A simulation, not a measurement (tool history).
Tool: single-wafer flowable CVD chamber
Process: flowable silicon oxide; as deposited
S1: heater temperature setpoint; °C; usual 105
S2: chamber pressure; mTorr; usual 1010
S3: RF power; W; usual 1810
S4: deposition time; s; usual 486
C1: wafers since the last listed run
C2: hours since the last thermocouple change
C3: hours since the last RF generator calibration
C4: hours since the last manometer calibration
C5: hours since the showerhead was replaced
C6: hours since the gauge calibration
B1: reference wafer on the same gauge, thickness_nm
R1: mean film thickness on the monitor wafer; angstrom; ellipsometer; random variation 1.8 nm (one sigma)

run,day,S1,S2,S3,S4,C1,C2,C3,C4,C5,C6,B1,R1
1,0,105,1010,1560,486,0,722.5,1374.9,2451.5,3316.7,180.4,295.317,3246.07
2,2.108,105,1010,1560,486,265,773.1,1425.5,2502.1,3367.3,231,294.69,3229.04
3,4.775,105,1010,1560,486,335,837.1,1489.5,2566.1,3431.3,295,294.128,3223.8
4,6.979,105,1010,1810,486,277,890,1542.4,2619,3484.2,347.9,293.592,3366.71
5,8.254,105,1010,1810,486,160,920.6,1573,2649.6,3514.8,378.5,292.504,3379.8
6,9.325,105,1010,1810,486,134,946.3,1598.7,2675.3,3540.5,404.2,292.165,3362.29
# day 10.392: thermocouple changed; heater temperature recalibrated
7,12.029,111,1010,1810,486,298,39.3,1663.6,2740.2,3605.4,469.1,291.662,2719.42
# day 13.454: capacitance manometer re-zeroed and calibrated
8,14.679,105,1010,1810,486,291,102.9,1727.2,29.4,3669,532.7,289.581,3321.26
# day 15.612: gauge calibrated
9,16.262,105,1010,1560,486,199,140.9,1765.2,67.4,3707,15.6,295.677,3240.2
10,17.625,95,1170,1810,486,171,173.6,1797.9,100.1,3739.7,48.3,295.518,5671.17
# day 18.112: showerhead replaced
11,18.754,92,1010,1810,486,100,200.7,1825,127.2,15.4,75.4,295.188,5575.3
# day 20.958: RF generator calibrated
12,21.142,117,1010,1810,389,258,258,4.4,184.5,72.7,132.7,295.197,1773.47
13,22.358,105,1190,1810,564,152,287.2,33.6,213.7,101.9,161.9,295.027,4600.69
14,24.717,117,1010,2120,486,296,343.8,90.2,270.3,158.5,218.5,294.351,2283.99
15,26.004,105,1010,1810,486,161,374.7,121.1,301.2,189.4,249.4,294.092,3373.43
16,27.638,105,1010,1810,486,205,413.9,160.3,340.4,228.6,288.6,293.226,3389.38

3 ways to go on from here, each from the tool as it stands after run 16. What would each give?
A,27.658,105,1010,1810,486,2,414.4,160.8,340.9,229.1,289.1,?,?
B,27.658,109,870,1810,514,2,414.4,160.8,340.9,229.1,289.1,?,?
C,27.658,105,1010,1810,532,2,414.4,160.8,340.9,229.1,289.1,?,?

run,B1,R1
A,293.548,3367.63
B,293.548,2645.65
C,293.548,3686.38
Without the tool's hidden state the same runs would have given:
run,R1
A,3396.41
B,2668.25
C,3717.88
